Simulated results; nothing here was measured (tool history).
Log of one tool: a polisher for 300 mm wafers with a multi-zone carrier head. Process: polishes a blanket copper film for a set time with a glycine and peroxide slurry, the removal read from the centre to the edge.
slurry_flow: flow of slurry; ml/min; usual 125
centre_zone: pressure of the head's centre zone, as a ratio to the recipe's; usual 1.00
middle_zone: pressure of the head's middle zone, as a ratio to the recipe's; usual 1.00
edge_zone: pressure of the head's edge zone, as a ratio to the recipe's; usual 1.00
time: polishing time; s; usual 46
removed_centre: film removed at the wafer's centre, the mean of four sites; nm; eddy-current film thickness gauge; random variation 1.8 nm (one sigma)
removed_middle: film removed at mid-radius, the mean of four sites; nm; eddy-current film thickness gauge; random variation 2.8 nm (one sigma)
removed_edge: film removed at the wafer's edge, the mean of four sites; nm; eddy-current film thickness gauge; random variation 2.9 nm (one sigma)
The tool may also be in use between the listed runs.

run,day,slurry_flow,centre_zone,middle_zone,edge_zone,time,"incoming thickness of the incoming film, nm",removed_centre,removed_middle,removed_edge
1,0.000,125,1.00,1.00,1.00,46,2232.0,256.0,265.8,272.1
# day 0.812: worn pad replaced by a new one
2,1.442,125,1.00,0.91,1.00,46,2222.8,268.4,256.8,285.8
3,2.612,125,1.00,0.91,1.00,46,2265.3,266.4,259.2,281.1
4,5.475,105,0.97,1.00,1.00,46,2204.4,243.9,263.6,271.1
5,6.496,150,0.89,0.91,1.00,37,2207.4,194.8,213.5,225.1
6,8.267,125,1.00,0.90,1.00,32,2251.4,182.0,172.8,190.9
7,9.892,125,1.00,1.00,1.00,59,2223.6,332.3,341.2,343.2
8,11.558,125,1.00,0.90,1.00,32,2268.8,178.7,171.7,193.3
# day 12.583: slurry nozzle cleaned
9,12.958,125,1.00,1.00,1.00,46,2259.2,264.6,270.7,277.6
10,14.208,125,0.92,1.00,1.00,46,2228.0,240.3,276.1,273.8
# day 15.104: centre zone pressure recalibrated
# day 15.692: edge zone pressure recalibrated
11,16.121,140,1.00,1.00,1.00,46,2243.6,268.1,273.5,276.0
12,18.612,125,1.00,1.00,1.11,54,2198.8,300.9,311.1,331.7
# day 18.983: worn pad replaced by a new one
13,22.079,140,1.00,0.94,0.89,46,2226.7,267.0,266.2,270.7
# day 23.496: carrier head's membrane replaced by a new one
14,23.517,125,1.00,1.00,1.00,33,2247.4,186.1,195.8,196.9
15,26.025,125,1.00,1.00,1.00,46,2206.0,263.0,270.1,277.3
# day 28.296: slurry nozzle cleaned
# day 31.183: edge zone pressure recalibrated
16,32.675,125,1.10,1.00,1.00,46,2207.4,283.4,272.0,274.3
# day 32.971: centre zone pressure recalibrated
17,34.750,145,0.92,1.00,1.11,46,2217.1,246.1,271.1,292.0
# day 35.658: worn pad replaced by a new one
18,37.725,125,1.00,1.00,1.00,46,2270.2,262.0,277.8,276.0
19,39.279,125,1.00,1.00,1.00,46,2202.7,261.7,271.0,276.0
20,41.158,125,1.00,1.00,1.00,46,2208.9,260.7,269.1,275.5
21,45.750,125,1.00,1.00,1.00,46,2227.3,254.4,266.2,270.5
# day 46.875: slurry nozzle cleaned
# day 47.704: edge zone pressure recalibrated
22,48.312,110,0.94,0.89,1.00,59,2205.7,311.3,313.1,348.2

Hidden state or all else? Some run-to-run changes of removed_centre, split into what the settings, what came in and random variation would give without the hidden state, and what is left for the hidden state (with any gauge scatter that isn't in both results):
The hidden state here: removal rate lost through wear of the pad, %; slurry flow missing at the pad, %; deviation of the centre zone's pressure from its setpoint, %; deviation of the edge zone's pressure from its setpoint, %.
Run 6 -> 7: middle_zone 0.90 -> 1.00, time 32 -> 59. removed_centre +150.3 nm: hidden state -11.1, all else +161.4.
Run 7 -> 8: middle_zone 1.00 -> 0.90, time 59 -> 32. removed_centre -153.6 nm: hidden state +8.1, all else -161.7.
Run 12 -> 13: slurry_flow 125 -> 140, middle_zone 1.00 -> 0.94, edge_zone 1.11 -> 0.89, time 54 -> 46, worn pad replaced by a new one. removed_centre -33.9 nm: hidden state +11.9, all else -45.8.
